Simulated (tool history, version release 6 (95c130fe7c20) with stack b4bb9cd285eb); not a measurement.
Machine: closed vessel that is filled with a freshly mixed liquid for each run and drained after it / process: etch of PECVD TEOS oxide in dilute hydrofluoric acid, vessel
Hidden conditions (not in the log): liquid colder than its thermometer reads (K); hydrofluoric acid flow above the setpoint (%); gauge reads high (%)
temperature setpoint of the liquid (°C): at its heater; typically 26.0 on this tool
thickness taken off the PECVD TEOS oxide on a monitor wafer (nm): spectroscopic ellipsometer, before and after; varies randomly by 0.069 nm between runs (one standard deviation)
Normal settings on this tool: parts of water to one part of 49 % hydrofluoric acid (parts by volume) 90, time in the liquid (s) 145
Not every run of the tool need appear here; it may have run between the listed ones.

| run | hour | temperature setpoint of the liquid (°C) | parts of water to one part of 49 % hydrofluoric acid (parts by volume) | time in the liquid (s) | wafers since the last listed run | hours since the thermometer was replaced | hours since the hydrofluoric acid flow meter was replaced | hours since the gauge calibration | read-back film thickness of the PECVD TEOS oxide reference wafer, read on the same gauge (nm) | thickness taken off the PECVD TEOS oxide on a monitor wafer (nm) |
|---|---|---|---|---|---|---|---|---|---|---|
| 1 | 0.0 | 26.0 | 90 | 145 | 0 | 887.6 | 2163.7 | 492.5 | 129.98 | 14.19 |
| 2 | 45.7 | 26.0 | 90 | 145 | 2607 | 933.3 | 2209.4 | 538.2 | 130.00 | 14.08 |
|  | 54.1 | gauge calibrated |
| 3 | 109.0 | 26.0 | 90 | 145 | 3612 | 996.6 | 2272.7 | 54.9 | 130.01 | 14.25 |
| 4 | 136.5 | 26.0 | 90 | 145 | 1569 | 1024.1 | 2300.2 | 82.4 | 130.01 | 14.32 |
| 5 | 186.0 | 26.0 | 90 | 145 | 2824 | 1073.6 | 2349.7 | 131.9 | 130.01 | 14.26 |
|  | 248.7 | hydrofluoric acid flow meter replaced |
|  | 257.6 | thermometer replaced |
| 6 | 348.8 | 26.0 | 90 | 145 | 9175 | 91.2 | 100.1 | 294.7 | 129.99 | 14.14 |
| 7 | 408.3 | 26.0 | 90 | 145 | 3395 | 150.7 | 159.6 | 354.2 | 130.01 | 14.31 |
| 8 | 442.5 | 24.0 | 120 | 195 | 1951 | 184.9 | 193.8 | 388.4 | 130.00 | 12.79 |
| 9 | 487.9 | 26.0 | 90 | 145 | 2590 | 230.3 | 239.2 | 433.8 | 129.99 | 14.23 |
| 10 | 536.3 | 22.0 | 60 | 90 | 2761 | 278.7 | 287.6 | 482.2 | 130.02 | 11.65 |
|  | 546.9 | gauge calibrated |
| 11 | 586.8 | 22.0 | 50 | 115 | 2881 | 329.2 | 338.1 | 39.9 | 130.01 | 18.21 |
| 12 | 643.1 | 22.5 | 135 | 145 | 3212 | 385.5 | 394.4 | 96.2 | 130.00 | 7.77 |
| 13 | 674.5 | 26.0 | 90 | 145 | 1791 | 416.9 | 425.8 | 127.6 | 130.02 | 14.23 |
| 14 | 703.1 | 26.0 | 90 | 145 | 1631 | 445.5 | 454.4 | 156.2 | 129.99 | 14.11 |

Below are 3 alternative next runs, each starting from the tool's condition after run 14. Predict each:
| A | 703.8 | 26.0 | 115 | 145 | 39 | 446.2 | 455.1 | 156.9 | ? | ? |
| B | 703.8 | 23.0 | 135 | 80 | 39 | 446.2 | 455.1 | 156.9 | ? | ? |
| C | 703.8 | 26.0 | 75 | 210 | 39 | 446.2 | 455.1 | 156.9 | ? | ? |

| run | read-back film thickness of the PECVD TEOS oxide reference wafer, read on the same gauge (nm) | thickness taken off the PECVD TEOS oxide on a monitor wafer (nm) |
|---|---|---|
| A | 130.00 | 10.72 |
| B | 130.00 | 4.38 |
| C | 130.00 | 25.08 |
Stripped of hidden state, with their random variation kept, the same runs would have yielded:
| run | thickness taken off the PECVD TEOS oxide on a monitor wafer (nm) |
|---|---|
| A | 10.72 |
| B | 4.38 |
| C | 25.08 |
